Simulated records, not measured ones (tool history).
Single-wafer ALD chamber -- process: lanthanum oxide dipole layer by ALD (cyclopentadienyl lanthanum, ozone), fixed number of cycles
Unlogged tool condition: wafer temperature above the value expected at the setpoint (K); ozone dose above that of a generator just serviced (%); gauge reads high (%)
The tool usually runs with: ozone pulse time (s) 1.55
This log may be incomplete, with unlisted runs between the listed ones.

run   hour  ozone pulse time (s)  wafers since the last listed run  hours since the last thermocouple change  hours since the last ozone generator service  hours since the showerhead was replaced  hours since the gauge calibration  read-back reference wafer on the same gauge, thickness_nm  mean film thickness on the monitor wafer (Å)
  1    0.0                  1.80                                 0                                    1637.7                                        1141.6                                   5460.9                              110.1                                                        0.5                                          5.97
  2   17.7                  1.80                               412                                    1655.4                                        1159.3                                   5478.6                              127.8                                                        0.5                                          5.98
      27.5  -- gauge calibrated
  3   28.2                  1.33                               244                                    1665.9                                        1169.8                                   5489.1                                0.7                                                        0.5                                          5.59
  4   40.2                  1.39                               279                                    1677.9                                        1181.8                                   5501.1                               12.7                                                        0.5                                          5.63
  5   52.8                  1.39                               293                                    1690.5                                        1194.4                                   5513.7                               25.3                                                        0.5                                          5.66
  6   69.8                  1.39                               396                                    1707.5                                        1211.4                                   5530.7                               42.3                                                        0.5                                          5.67
  7   78.4                  1.70                               200                                    1716.1                                        1220.0                                   5539.3                               50.9                                                        0.5                                          5.86
      99.7  -- ozone generator serviced
  8  100.2                  1.98                               321                                    1737.9                                           0.5                                   5561.1                               72.7                                                        0.5                                          5.64
  9  110.9                  1.37                               249                                    1748.6                                          11.2                                   5571.8                               83.4                                                        0.5                                          5.09
 10  124.3                  1.55                               312                                    1762.0                                          24.6                                   5585.2                               96.8                                                        0.5                                          5.28
     134.4  -- ozone generator serviced, repeated, since the last time left the tool worse
 11  134.9                  1.16                                60                                    1772.6                                           0.5                                   5595.8                              107.4                                                        0.5                                          5.75
     147.1  -- showerhead replaced
     150.8  -- gauge calibrated
     155.1  -- thermocouple changed; heater temperature recalibrated
 12  162.2                  1.33                               264                                       7.1                                          27.8                                     15.1                               11.4                                                        0.5                                          5.90

The next listed run, before its measurement:
 13  178.8                  1.04                               386                                      23.7                                          44.4                                     31.7                               28.0                                                          ?                                             ?

Run 13 came out at read-back reference wafer on the same gauge, thickness_nm 0.5, mean film thickness on the monitor wafer (Å) 5.57.
Minus the tool's unlogged condition, the same run would have read mean film thickness on the monitor wafer (Å) 5.57.
